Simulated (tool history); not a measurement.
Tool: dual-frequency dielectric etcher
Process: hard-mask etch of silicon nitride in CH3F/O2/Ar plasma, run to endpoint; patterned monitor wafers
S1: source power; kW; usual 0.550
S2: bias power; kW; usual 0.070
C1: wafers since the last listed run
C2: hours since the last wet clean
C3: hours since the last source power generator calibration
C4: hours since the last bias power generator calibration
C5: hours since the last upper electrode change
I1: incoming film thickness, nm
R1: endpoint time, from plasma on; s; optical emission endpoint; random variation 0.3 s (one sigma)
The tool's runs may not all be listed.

{"run": 1, "hour": 0.0, "S1": 0.55, "S2": 0.07, "C1": 0, "C2": 144.0, "C3": 3276.6, "C4": 2770.3, "C5": 5033.8, "I1": 44.99, "R1": 57.7}
{"run": 2, "hour": 24.1, "S1": 0.55, "S2": 0.07, "C1": 170, "C2": 168.1, "C3": 3300.7, "C4": 2794.4, "C5": 5057.9, "I1": 44.81, "R1": 57.6}
{"run": 3, "hour": 42.9, "S1": 0.55, "S2": 0.07, "C1": 133, "C2": 186.9, "C3": 3319.5, "C4": 2813.2, "C5": 5076.7, "I1": 44.36, "R1": 56.5}
{"run": 4, "hour": 66.6, "S1": 0.51, "S2": 0.07, "C1": 168, "C2": 210.6, "C3": 3343.2, "C4": 2836.9, "C5": 5100.4, "I1": 44.66, "R1": 59.6}
{"run": 5, "hour": 95.3, "S1": 0.55, "S2": 0.078, "C1": 203, "C2": 239.3, "C3": 3371.9, "C4": 2865.6, "C5": 5129.1, "I1": 45.16, "R1": 55.1}
{"run": 6, "hour": 127.2, "S1": 0.55, "S2": 0.078, "C1": 226, "C2": 271.2, "C3": 3403.8, "C4": 2897.5, "C5": 5161.0, "I1": 44.82, "R1": 54.5}
{"run": 7, "hour": 153.2, "S1": 0.55, "S2": 0.07, "C1": 184, "C2": 297.2, "C3": 3429.8, "C4": 2923.5, "C5": 5187.0, "I1": 44.11, "R1": 56.1}
{"hour": 187.8, "done": "upper electrode replaced"}
{"run": 8, "hour": 188.3, "S1": 0.55, "S2": 0.07, "C1": 78, "C2": 332.3, "C3": 3464.9, "C4": 2958.6, "C5": 0.5, "I1": 44.88, "R1": 56.3}
{"hour": 201.5, "done": "bias power generator calibrated"}
{"run": 9, "hour": 202.0, "S1": 0.55, "S2": 0.07, "C1": 68, "C2": 346.0, "C3": 3478.6, "C4": 0.5, "C5": 14.2, "I1": 44.47, "R1": 55.8}
{"run": 10, "hour": 220.9, "S1": 0.55, "S2": 0.07, "C1": 134, "C2": 364.9, "C3": 3497.5, "C4": 19.4, "C5": 33.1, "I1": 44.97, "R1": 56.8}
{"run": 11, "hour": 239.0, "S1": 0.55, "S2": 0.07, "C1": 128, "C2": 383.0, "C3": 3515.6, "C4": 37.5, "C5": 51.2, "I1": 44.64, "R1": 56.4}
{"hour": 268.3, "done": "wet clean of the chamber"}
{"run": 12, "hour": 268.8, "S1": 0.55, "S2": 0.07, "C1": 41, "C2": 0.5, "C3": 3545.4, "C4": 67.3, "C5": 81.0, "I1": 45.3, "R1": 62.0}
{"run": 13, "hour": 282.4, "S1": 0.55, "S2": 0.07, "C1": 96, "C2": 14.1, "C3": 3559.0, "C4": 80.9, "C5": 94.6, "I1": 44.24, "R1": 60.3}
{"run": 14, "hour": 314.6, "S1": 0.5, "S2": 0.076, "C1": 228, "C2": 46.3, "C3": 3591.2, "C4": 113.1, "C5": 126.8, "I1": 44.66, "R1": 62.4}
{"hour": 330.4, "done": "source power generator calibrated"}
{"run": 15, "hour": 330.9, "S1": 0.47, "S2": 0.063, "C1": 87, "C2": 62.6, "C3": 0.5, "C4": 129.4, "C5": 143.1, "I1": 44.35, "R1": 69.1}
{"hour": 356.6, "done": "wet clean of the chamber, repeated, since the last time left the tool worse"}
{"run": 16, "hour": 357.1, "S1": 0.45, "S2": 0.057, "C1": 15, "C2": 0.5, "C3": 26.7, "C4": 155.6, "C5": 169.3, "I1": 44.69, "R1": 69.5}
{"run": 17, "hour": 359.6, "S1": 0.55, "S2": 0.07, "C1": 17, "C2": 3.0, "C3": 29.2, "C4": 158.1, "C5": 171.8, "I1": 44.67, "R1": 57.4}
{"run": 18, "hour": 377.5, "S1": 0.42, "S2": 0.063, "C1": 126, "C2": 20.9, "C3": 47.1, "C4": 176.0, "C5": 189.7, "I1": 45.07, "R1": 71.8}
{"run": 19, "hour": 409.7, "S1": 0.47, "S2": 0.082, "C1": 228, "C2": 53.1, "C3": 79.3, "C4": 208.2, "C5": 221.9, "I1": 44.64, "R1": 59.7}
{"run": 20, "hour": 430.2, "S1": 0.46, "S2": 0.07, "C1": 145, "C2": 73.6, "C3": 99.8, "C4": 228.7, "C5": 242.4, "I1": 44.64, "R1": 64.0}
{"run": 21, "hour": 442.7, "S1": 0.62, "S2": 0.053, "C1": 88, "C2": 86.1, "C3": 112.3, "C4": 241.2, "C5": 254.9, "I1": 44.37, "R1": 57.5}
{"run": 22, "hour": 458.2, "S1": 0.55, "S2": 0.087, "C1": 109, "C2": 101.6, "C3": 127.8, "C4": 256.7, "C5": 270.4, "I1": 44.5, "R1": 52.7}
{"run": 23, "hour": 479.3, "S1": 0.55, "S2": 0.07, "C1": 149, "C2": 122.7, "C3": 148.9, "C4": 277.8, "C5": 291.5, "I1": 44.53, "R1": 56.2}
{"run": 24, "hour": 514.6, "S1": 0.66, "S2": 0.078, "C1": 250, "C2": 158.0, "C3": 184.2, "C4": 313.1, "C5": 326.8, "I1": 44.47, "R1": 49.1}
{"run": 25, "hour": 536.7, "S1": 0.5, "S2": 0.057, "C1": 156, "C2": 180.1, "C3": 206.3, "C4": 335.2, "C5": 348.9, "I1": 44.53, "R1": 64.1}

What the log doesn't show, run by run:
source power that arrives over what is set, %: 0 in every run
bias power that arrives over what is set, %: 0 in every run
H1: etch rate over this chamber's usual, %
run=1 H1=0.635
run=2 H1=0.818
run=3 H1=0.962
run=4 H1=1.14
run=5 H1=1.36
run=6 H1=1.6
run=7 H1=1.8
run=8 H1=2.07
run=9 H1=2.17
run=10 H1=2.32
run=11 H1=2.46
run=12 H1=-5.56
run=13 H1=-5.45
run=14 H1=-5.21
run=15 H1=-5.08
run=16 H1=0.452
run=17 H1=0.471
run=18 H1=0.607
run=19 H1=0.853
run=20 H1=1.01
run=21 H1=1.1
run=22 H1=1.22
run=23 H1=1.38
run=24 H1=1.65
run=25 H1=1.82
